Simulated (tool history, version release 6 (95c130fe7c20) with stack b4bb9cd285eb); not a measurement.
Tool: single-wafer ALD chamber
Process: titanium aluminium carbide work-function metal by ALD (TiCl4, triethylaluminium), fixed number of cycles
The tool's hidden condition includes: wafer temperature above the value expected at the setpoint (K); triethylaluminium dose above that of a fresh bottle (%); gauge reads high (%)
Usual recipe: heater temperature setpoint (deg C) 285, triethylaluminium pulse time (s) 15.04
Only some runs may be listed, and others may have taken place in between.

run,hour,heater temperature setpoint (deg C),triethylaluminium pulse time (s),wafers since the last listed run,hours since the last thermocouple change,hours since the last triethylaluminium bottle change,hours since the showerhead was replaced,hours since the gauge calibration,"read-back reference wafer on the same gauge, thickness_nm",mean film thickness on the monitor wafer (angstrom)
1,0.0,285,15.04,0,1073.0,472.2,4549.7,1357.4,2.281,20.63
# hour 69.1: thermocouple changed; heater temperature recalibrated
2,69.6,285,15.04,452,0.5,541.8,4619.3,1427.0,2.283,20.59
3,130.1,285,15.04,443,61.0,602.3,4679.8,1487.5,2.280,20.81
4,209.1,279,12.84,579,140.0,681.3,4758.8,1566.5,2.280,19.64
5,297.0,279,12.84,645,227.9,769.2,4846.7,1654.4,2.281,19.75
# hour 360.8: triethylaluminium bottle replaced
6,394.2,292,15.04,654,325.1,33.4,4943.9,1751.6,2.281,20.76
7,431.0,292,15.04,270,361.9,70.2,4980.7,1788.4,2.278,20.81
8,512.2,292,15.04,595,443.1,151.4,5061.9,1869.6,2.278,20.66
9,556.2,285,15.04,322,487.1,195.4,5105.9,1913.6,2.279,19.66
10,606.5,285,15.04,369,537.4,245.7,5156.2,1963.9,2.280,19.55
# hour 627.2: triethylaluminium bottle replaced, repeated, since the last time left the tool worse
11,707.4,285,15.04,681,638.3,80.2,5257.1,2064.8,2.277,20.72
12,774.3,275,19.32,490,705.2,147.1,5324.0,2131.7,2.282,19.85
# hour 832.0: showerhead replaced
13,832.5,285,15.04,368,763.4,205.3,0.5,2189.9,2.281,20.69
14,924.0,285,15.04,671,854.9,296.8,92.0,2281.4,2.282,20.83
15,983.3,285,15.04,435,914.2,356.1,151.3,2340.7,2.282,20.82
# hour 1063.9: gauge calibrated
16,1078.8,285,15.04,700,1009.7,451.6,246.8,14.9,2.280,20.70
17,1180.9,295,11.67,749,1111.8,553.7,348.9,117.0,2.277,21.04
18,1287.5,285,9.94,782,1218.4,660.3,455.5,223.6,2.284,19.51
19,1357.7,298,18.35,515,1288.6,730.5,525.7,293.8,2.284,22.36
20,1394.9,294,15.04,272,1325.8,767.7,562.9,331.0,2.281,21.63
# hour 1450.3: thermocouple changed; heater temperature recalibrated
# hour 1478.1: triethylaluminium bottle replaced
21,1485.8,292,20.13,549,35.5,7.7,653.8,421.9,2.279,21.70
22,1552.8,285,15.04,491,102.5,74.7,720.8,488.9,2.276,20.83
23,1615.4,285,20.85,459,165.1,137.3,783.4,551.5,2.277,21.06
24,1677.6,285,17.54,456,227.3,199.5,845.6,613.7,2.274,20.89
25,1747.7,285,15.04,514,297.4,269.6,915.7,683.8,2.279,20.83
26,1792.4,273,10.38,328,342.1,314.3,960.4,728.5,2.280,18.58
27,1845.7,292,16.62,391,395.4,367.6,1013.7,781.8,2.284,21.59
28,1948.2,296,16.70,752,497.9,470.1,1116.2,884.3,2.286,22.00
29,2061.7,275,19.32,832,611.4,583.6,1229.7,997.8,2.282,19.74
30,2102.4,272,15.04,298,652.1,624.3,1270.4,1038.5,2.284,19.34
31,2146.3,293,9.77,322,696.0,668.2,1314.3,1082.4,2.276,20.02
32,2217.8,285,20.92,524,767.5,739.7,1385.8,1153.9,2.281,20.93

Some steps in mean film thickness on the monitor wafer (angstrom), run to run, broken into two amounts with sign: the step expected even without the hidden condition (settings, incoming material, random variation), and the rest, left for the hidden condition together with whatever gauge scatter is not in both the measured and the hidden-condition-free result:
Run 10 -> 11: triethylaluminium bottle replaced, repeated, since the last time left the tool worse. mean film thickness on the monitor wafer (angstrom) +1.17: hidden state +1.29, all else -0.12.
Run 18 -> 19: heater temperature setpoint (deg C) 285 -> 298, triethylaluminium pulse time (s) 9.94 -> 18.35. mean film thickness on the monitor wafer (angstrom) +2.85: hidden state +0.66, all else +2.19.
Run 26 -> 27: heater temperature setpoint (deg C) 273 -> 292, triethylaluminium pulse time (s) 10.38 -> 16.62. mean film thickness on the monitor wafer (angstrom) +3.01: hidden state +0.37, all else +2.64.
Run 28 -> 29: heater temperature setpoint (deg C) 296 -> 275, triethylaluminium pulse time (s) 16.70 -> 19.32. mean film thickness on the monitor wafer (angstrom) -2.26: hidden state +0.08, all else -2.34.
Run 30 -> 31: heater temperature setpoint (deg C) 272 -> 293, triethylaluminium pulse time (s) 15.04 -> 9.77. mean film thickness on the monitor wafer (angstrom) +0.68: hidden state -0.68, all else +1.36.
Run 31 -> 32: heater temperature setpoint (deg C) 293 -> 285, triethylaluminium pulse time (s) 9.77 -> 20.92. mean film thickness on the monitor wafer (angstrom) +0.91: hidden state +0.86, all else +0.05.
